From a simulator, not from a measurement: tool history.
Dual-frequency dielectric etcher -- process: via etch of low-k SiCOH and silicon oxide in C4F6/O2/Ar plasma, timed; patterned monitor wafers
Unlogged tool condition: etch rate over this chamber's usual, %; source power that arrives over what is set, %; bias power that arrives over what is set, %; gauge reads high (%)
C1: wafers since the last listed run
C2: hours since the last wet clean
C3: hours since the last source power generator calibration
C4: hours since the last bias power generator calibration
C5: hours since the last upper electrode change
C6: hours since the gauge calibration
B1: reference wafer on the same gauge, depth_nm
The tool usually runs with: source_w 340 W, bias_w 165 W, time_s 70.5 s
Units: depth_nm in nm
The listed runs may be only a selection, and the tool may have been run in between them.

Run 1, day 0: usual settings; C1 0; C2 444.6; C3 3001.7; C4 1250.8; C5 2840.5; C6 146.2; B1 156. Result: depth_nm 163.4 nm.
At day 0.958: wet clean of the chamber.
Run 2, day 4.358: usual settings; C1 705; C2 81.6; C3 3106.3; C4 1355.4; C5 2945.1; C6 250.8; B1 156.1. Result: depth_nm 162.7 nm.
Run 3, day 8.258: usual settings; C1 809; C2 175.2; C3 3199.9; C4 1449; C5 3038.7; C6 344.4; B1 156. Result: depth_nm 163.6 nm.
Run 4, day 9.762: usual settings but bias_w 136 W; C1 312; C2 211.3; C3 3236; C4 1485.1; C5 3074.8; C6 380.5; B1 155.9. Result: depth_nm 153.8 nm.
Run 5, day 12.196: usual settings but source_w 280 W; C1 504; C2 269.7; C3 3294.4; C4 1543.5; C5 3133.2; C6 438.9; B1 155.9. Result: depth_nm 149.1 nm.
Run 6, day 15.629: usual settings but source_w 280 W; C1 712; C2 352.1; C3 3376.8; C4 1625.9; C5 3215.6; C6 521.3; B1 156.1. Result: depth_nm 149.9 nm.
Run 7, day 22.392: usual settings but source_w 310 W, time_s 82.5 s; C1 1403; C2 514.4; C3 3539.1; C4 1788.2; C5 3377.9; C6 683.6; B1 156. Result: depth_nm 184.1 nm.
At day 24.492: wet clean of the chamber.
Run 8, day 25.633: usual settings but source_w 310 W, time_s 82.5 s; C1 465; C2 27.4; C3 3616.9; C4 1866; C5 3455.7; C6 761.4; B1 155.9. Result: depth_nm 183.2 nm.
Run 9, day 27.912: usual settings; C1 472; C2 82.1; C3 3671.6; C4 1920.7; C5 3510.4; C6 816.1; B1 155.9. Result: depth_nm 162.4 nm.
Run 10, day 30.662: usual settings but source_w 410 W, time_s 51.5 s; C1 570; C2 148.1; C3 3737.6; C4 1986.7; C5 3576.4; C6 882.1; B1 156. Result: depth_nm 130.6 nm.
At day 33.992: upper electrode replaced.
Run 11, day 34.854: usual settings but source_w 420 W, bias_w 201 W, time_s 65 s; C1 662; C2 248.7; C3 3838.2; C4 2087.3; C5 20.7; C6 982.7; B1 155.8. Result: depth_nm 177.1 nm.
Run 12, day 37.462: usual settings; C1 541; C2 311.3; C3 3900.8; C4 2149.9; C5 83.3; C6 1045.3; B1 156. Result: depth_nm 163.1 nm.
At day 39.454: bias power generator calibrated.
At day 40.292: gauge calibrated.
At day 44.438: source power generator calibrated.
At day 46.721: wet clean of the chamber.
Run 13, day 48.233: usual settings but source_w 260 W, bias_w 178 W, time_s 53.5 s; C1 1958; C2 36.3; C3 91.1; C4 210.7; C5 341.8; C6 190.6; B1 156. Result: depth_nm 111.5 nm.
Run 14, day 50.771: usual settings but bias_w 138 W; C1 526; C2 97.2; C3 152; C4 271.6; C5 402.7; C6 251.5; B1 156.1. Result: depth_nm 153.5 nm.
Run 15, day 52.621: usual settings but bias_w 177 W; C1 383; C2 141.6; C3 196.4; C4 316; C5 447.1; C6 295.9; B1 156.1. Result: depth_nm 166 nm.
Run 16, day 55.117: usual settings; C1 517; C2 201.5; C3 256.3; C4 375.9; C5 507; C6 355.8; B1 155.9. Result: depth_nm 163 nm.
Run 17, day 57.058: usual settings; C1 402; C2 248.1; C3 302.9; C4 422.5; C5 553.6; C6 402.4; B1 156. Result: depth_nm 162.9 nm.
Run 18, day 60.142: usual settings but source_w 260 W, bias_w 149 W, time_s 55.5 s; C1 639; C2 322.1; C3 376.9; C4 496.5; C5 627.6; C6 476.4; B1 155.9. Result: depth_nm 109.5 nm.
Run 19, day 62.792: usual settings but bias_w 150 W, time_s 52 s; C1 549; C2 385.7; C3 440.5; C4 560.1; C5 691.2; C6 540; B1 155.9. Result: depth_nm 116.8 nm.

Below are 5 alternative next runs, each starting from the tool's condition after run 19. Predict each:
Run A, day 62.808: usual settings but time_s 61.5 s; C1 3; C2 386.1; C3 440.9; C4 560.5; C5 691.6; C6 540.4; B1 ?. Result: depth_nm ?.
Run B, day 62.808: usual settings but source_w 260 W, time_s 60 s; C1 3; C2 386.1; C3 440.9; C4 560.5; C5 691.6; C6 540.4; B1 ?. Result: depth_nm ?.
Run C, day 62.808: usual settings but source_w 360 W, bias_w 178 W, time_s 81.5 s; C1 3; C2 386.1; C3 440.9; C4 560.5; C5 691.6; C6 540.4; B1 ?. Result: depth_nm ?.
Run D, day 62.808: usual settings but time_s 87 s; C1 3; C2 386.1; C3 440.9; C4 560.5; C5 691.6; C6 540.4; B1 ?. Result: depth_nm ?.
Run E, day 62.808: usual settings but source_w 310 W, bias_w 152 W, time_s 56 s; C1 3; C2 386.1; C3 440.9; C4 560.5; C5 691.6; C6 540.4; B1 ?. Result: depth_nm ?.

run   B1  depth_nm
  A  156     141.6
  B  156     121.6
  C  156     197.4
  D  156     200.3
  E  156     120.3
With the hidden condition removed and each run's random variation left untouched, the same runs would have given:
run  depth_nm
  A     140.3
  B     120.5
  C     195.6
  D     198.5
  E     119.3
